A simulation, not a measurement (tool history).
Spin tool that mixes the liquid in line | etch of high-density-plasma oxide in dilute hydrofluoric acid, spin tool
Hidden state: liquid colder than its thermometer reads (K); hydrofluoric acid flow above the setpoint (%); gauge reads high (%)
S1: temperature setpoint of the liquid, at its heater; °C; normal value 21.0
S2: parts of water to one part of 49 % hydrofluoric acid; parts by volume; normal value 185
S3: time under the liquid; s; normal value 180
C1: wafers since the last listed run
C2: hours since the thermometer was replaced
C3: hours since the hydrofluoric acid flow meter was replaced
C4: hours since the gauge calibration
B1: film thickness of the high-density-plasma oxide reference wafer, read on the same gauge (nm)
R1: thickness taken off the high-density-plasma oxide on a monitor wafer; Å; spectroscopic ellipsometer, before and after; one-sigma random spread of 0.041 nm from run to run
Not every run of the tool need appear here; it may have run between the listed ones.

run     day    S1   S2   S3   C1      C2     C3      C4     B1     R1
  1   0.000  21.0  185  150    0  1973.5  588.1  1064.2  67.39   59.9
      0.154  -- hydrofluoric acid flow meter replaced
  2   0.725  21.0  185  150   86  1990.9   13.7  1081.6  67.32   59.6
  3   1.621  21.0  185  150  112  2012.4   35.2  1103.1  67.26   60.5
  4   2.242  21.0  185  180   78  2027.3   50.1  1118.0  67.23   72.5
  5   2.779  21.0  185  180   67  2040.2   63.0  1130.9  67.17   71.7
  6   3.329  21.0  185  180   69  2053.4   76.2  1144.1  67.16   72.1
  7   4.675  19.5  185  180  169  2085.7  108.5  1176.4  67.04   67.8
  8   5.267  19.5  185  180   74  2099.9  122.7  1190.6  67.04   67.5
  9   6.258  21.0  185  180  124  2123.7  146.5  1214.4  66.96   71.7
 10   7.158  23.0  260  230  113  2145.3  168.1  1236.0  66.89   65.0
 11   8.004  21.0  185  265  106  2165.6  188.4  1256.3  66.85  104.9
      9.146  -- gauge calibrated
 12   9.283  21.0  185  180  161  2196.3  219.1     3.3  69.44   74.7
 13  10.142  21.0  185  180  108  2216.9  239.7    23.9  69.41   74.4
 14  11.521  24.5  100  180  173  2250.0  272.8    57.0  69.30  173.0
 15  12.275  22.5  100   90   94  2268.1  290.9    75.1  69.26   80.0
 16  13.038  21.0  185  180   96  2286.4  309.2    93.4  69.18   74.6
 17  14.517  21.0  125  180  186  2321.9  344.7   128.9  69.12  117.4
     15.088  -- thermometer replaced
 18  18.971  21.0  185  260  555    93.2  451.6   235.8  68.80  106.7
     19.742  -- hydrofluoric acid flow meter replaced
 19  19.762  19.0  185  270   94   112.2    0.5   254.8  68.74  103.0
 20  20.638  24.0  255  100  110   133.2   21.5   275.8  68.67   31.2
 21  21.150  21.0  120  180   64   145.5   33.8   288.1  68.64  121.6
 22  21.758  23.5  250  180   76   160.1   48.4   302.7  68.62   56.1
 23  22.967  21.0  185  180  152   189.1   77.4   331.7  68.55   73.3
 24  24.021  17.5  135  180  132   214.4  102.7   357.0  68.45   92.4
 25  24.892  21.0  185  180  109   235.3  123.6   377.9  68.42   73.7
 26  26.358  25.5  240   90  184   270.5  158.8   413.1  68.31   31.3
 27  30.617  17.0  185   80  536   372.7  261.0   515.3  68.00   28.1
 28  31.279  25.0  225  220   83   388.6  276.9   531.2  67.98   81.9
 29  32.129  17.0  250  210  107   409.0  297.3   551.6  67.94   50.6
 30  32.808  17.0  185  110   85   425.3  313.6   567.9  67.85   38.5
 31  33.704  22.5  210  180  112   446.8  335.1   589.4  67.81   66.7
 32  35.171  21.0  185  180  184   482.0  370.3   624.6  67.71   72.9

What if the next run were any one of these 4? Each begins from the tool's condition after run 32:
  A  35.192  21.0  185  110   2  482.5  370.8  625.1   ?   ?
  B  35.192  17.0  150  290   2  482.5  370.8  625.1   ?   ?
  C  35.192  21.0  185  125   2  482.5  370.8  625.1   ?   ?
  D  35.192  17.0  185  180   2  482.5  370.8  625.1   ?   ?

run     B1     R1
  A  67.71   44.6
  B  67.71  127.9
  C  67.71   50.6
  D  67.71   62.3
Take away the tool's hidden state, keep each run's random variation, and the runs would have read:
run     R1
  A   46.1
  B  132.3
  C   52.3
  D   64.4
